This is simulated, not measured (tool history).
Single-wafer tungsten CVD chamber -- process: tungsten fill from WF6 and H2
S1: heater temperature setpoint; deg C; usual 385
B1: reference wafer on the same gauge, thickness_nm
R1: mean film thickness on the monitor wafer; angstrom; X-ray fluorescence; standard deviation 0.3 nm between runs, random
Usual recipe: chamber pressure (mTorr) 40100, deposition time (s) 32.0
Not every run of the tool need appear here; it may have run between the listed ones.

{"run": 1, "hour": 0.0, "S1": 388, "chamber pressure (mTorr)": 40100, "deposition time (s)": 32.0, "B1": 79.16, "R1": 721.45}
{"run": 2, "hour": 12.7, "S1": 388, "chamber pressure (mTorr)": 40100, "deposition time (s)": 32.0, "B1": 79.092, "R1": 719.53}
{"run": 3, "hour": 19.1, "S1": 385, "chamber pressure (mTorr)": 34200, "deposition time (s)": 32.0, "B1": 79.055, "R1": 650.19}
{"run": 4, "hour": 30.5, "S1": 385, "chamber pressure (mTorr)": 34200, "deposition time (s)": 32.0, "B1": 79.044, "R1": 649.73}
{"run": 5, "hour": 37.1, "S1": 385, "chamber pressure (mTorr)": 34200, "deposition time (s)": 32.0, "B1": 79.027, "R1": 653.09}
{"run": 6, "hour": 47.3, "S1": 390, "chamber pressure (mTorr)": 34100, "deposition time (s)": 32.0, "B1": 79.162, "R1": 710.05}
{"run": 7, "hour": 53.4, "S1": 390, "chamber pressure (mTorr)": 34100, "deposition time (s)": 32.0, "B1": 79.118, "R1": 708.22}
{"hour": 84.4, "done": "thermocouple changed; heater temperature recalibrated"}
{"run": 8, "hour": 84.9, "S1": 385, "chamber pressure (mTorr)": 40100, "deposition time (s)": 32.0, "B1": 79.04, "R1": 768.06}
{"run": 9, "hour": 87.6, "S1": 394, "chamber pressure (mTorr)": 40100, "deposition time (s)": 32.0, "B1": 79.022, "R1": 893.77}
{"run": 10, "hour": 94.6, "S1": 394, "chamber pressure (mTorr)": 40100, "deposition time (s)": 32.0, "B1": 79.106, "R1": 891.3}
{"run": 11, "hour": 101.3, "S1": 385, "chamber pressure (mTorr)": 40100, "deposition time (s)": 32.0, "B1": 79.163, "R1": 767.54}
{"run": 12, "hour": 116.1, "S1": 385, "chamber pressure (mTorr)": 40100, "deposition time (s)": 32.0, "B1": 79.14, "R1": 769.64}
{"run": 13, "hour": 125.2, "S1": 385, "chamber pressure (mTorr)": 40100, "deposition time (s)": 32.0, "B1": 79.014, "R1": 769.47}
{"run": 14, "hour": 156.8, "S1": 385, "chamber pressure (mTorr)": 40100, "deposition time (s)": 32.0, "B1": 79.112, "R1": 770.4}
{"run": 15, "hour": 166.0, "S1": 385, "chamber pressure (mTorr)": 37500, "deposition time (s)": 32.0, "B1": 79.089, "R1": 751.65}
{"run": 16, "hour": 183.1, "S1": 385, "chamber pressure (mTorr)": 43500, "deposition time (s)": 34.8, "B1": 79.138, "R1": 855.13}
{"run": 17, "hour": 195.3, "S1": 385, "chamber pressure (mTorr)": 34800, "deposition time (s)": 32.0, "B1": 79.136, "R1": 734.1}
{"hour": 206.0, "done": "capacitance manometer re-zeroed and calibrated"}
{"run": 18, "hour": 219.9, "S1": 385, "chamber pressure (mTorr)": 40100, "deposition time (s)": 32.0, "B1": 79.023, "R1": 769.14}
{"run": 19, "hour": 233.8, "S1": 396, "chamber pressure (mTorr)": 40100, "deposition time (s)": 32.0, "B1": 79.15, "R1": 923.19}
{"run": 20, "hour": 249.2, "S1": 375, "chamber pressure (mTorr)": 42800, "deposition time (s)": 34.9, "B1": 79.14, "R1": 713.18}
{"run": 21, "hour": 265.6, "S1": 397, "chamber pressure (mTorr)": 35100, "deposition time (s)": 32.0, "B1": 79.154, "R1": 891.74}
{"run": 22, "hour": 280.8, "S1": 385, "chamber pressure (mTorr)": 40100, "deposition time (s)": 32.0, "B1": 79.15, "R1": 760.25}
{"hour": 285.4, "done": "gauge calibrated"}
{"run": 23, "hour": 296.4, "S1": 397, "chamber pressure (mTorr)": 40100, "deposition time (s)": 29.1, "B1": 79.114, "R1": 842.46}
{"run": 24, "hour": 304.7, "S1": 390, "chamber pressure (mTorr)": 40100, "deposition time (s)": 38.4, "B1": 79.098, "R1": 1000.03}
{"run": 25, "hour": 320.1, "S1": 385, "chamber pressure (mTorr)": 36200, "deposition time (s)": 32.0, "B1": 78.955, "R1": 735.77}
{"hour": 335.5, "done": "showerhead replaced"}
{"run": 26, "hour": 336.0, "S1": 385, "chamber pressure (mTorr)": 45000, "deposition time (s)": 32.0, "B1": 79.114, "R1": 794.52}
{"run": 27, "hour": 336.6, "S1": 379, "chamber pressure (mTorr)": 35200, "deposition time (s)": 32.0, "B1": 79.198, "R1": 658.81}
{"run": 28, "hour": 343.9, "S1": 385, "chamber pressure (mTorr)": 43000, "deposition time (s)": 32.0, "B1": 78.915, "R1": 781.8}
{"run": 29, "hour": 358.2, "S1": 392, "chamber pressure (mTorr)": 40100, "deposition time (s)": 37.9, "B1": 78.988, "R1": 1014.41}
{"run": 30, "hour": 367.7, "S1": 380, "chamber pressure (mTorr)": 40100, "deposition time (s)": 32.0, "B1": 79.099, "R1": 698.3}
{"run": 31, "hour": 376.4, "S1": 385, "chamber pressure (mTorr)": 40100, "deposition time (s)": 32.0, "B1": 79.173, "R1": 756.91}
{"run": 32, "hour": 394.1, "S1": 390, "chamber pressure (mTorr)": 46300, "deposition time (s)": 32.0, "B1": 79.164, "R1": 869.95}
{"run": 33, "hour": 409.1, "S1": 380, "chamber pressure (mTorr)": 32600, "deposition time (s)": 32.0, "B1": 79.062, "R1": 653.2}
{"run": 34, "hour": 424.3, "S1": 385, "chamber pressure (mTorr)": 40100, "deposition time (s)": 35.7, "B1": 79.088, "R1": 844.97}
{"run": 35, "hour": 441.3, "S1": 376, "chamber pressure (mTorr)": 45100, "deposition time (s)": 35.8, "B1": 79.094, "R1": 751.01}

The tool's hidden state at each run:
true pressure above the setpoint (%): 0 at every run
gauge reads high (%): 0 at every run
H1: wafer temperature above the value expected at the setpoint (K)
run=1 H1=-5.78
run=2 H1=-5.81
run=3 H1=-5.83
run=4 H1=-5.86
run=5 H1=-5.87
run=6 H1=-5.9
run=7 H1=-5.91
run=8 H1=0.749
run=9 H1=0.742
run=10 H1=0.724
run=11 H1=0.707
run=12 H1=0.67
run=13 H1=0.647
run=14 H1=0.568
run=15 H1=0.545
run=16 H1=0.502
run=17 H1=0.471
run=18 H1=0.409
run=19 H1=0.375
run=20 H1=0.336
run=21 H1=0.295
run=22 H1=0.257
run=23 H1=0.217
run=24 H1=0.197
run=25 H1=0.158
run=26 H1=0.118
run=27 H1=0.116
run=28 H1=0.0981
run=29 H1=0.0622
run=30 H1=0.0383
run=31 H1=0.0165
run=32 H1=-0.028
run=33 H1=-0.0657
run=34 H1=-0.104
run=35 H1=-0.147
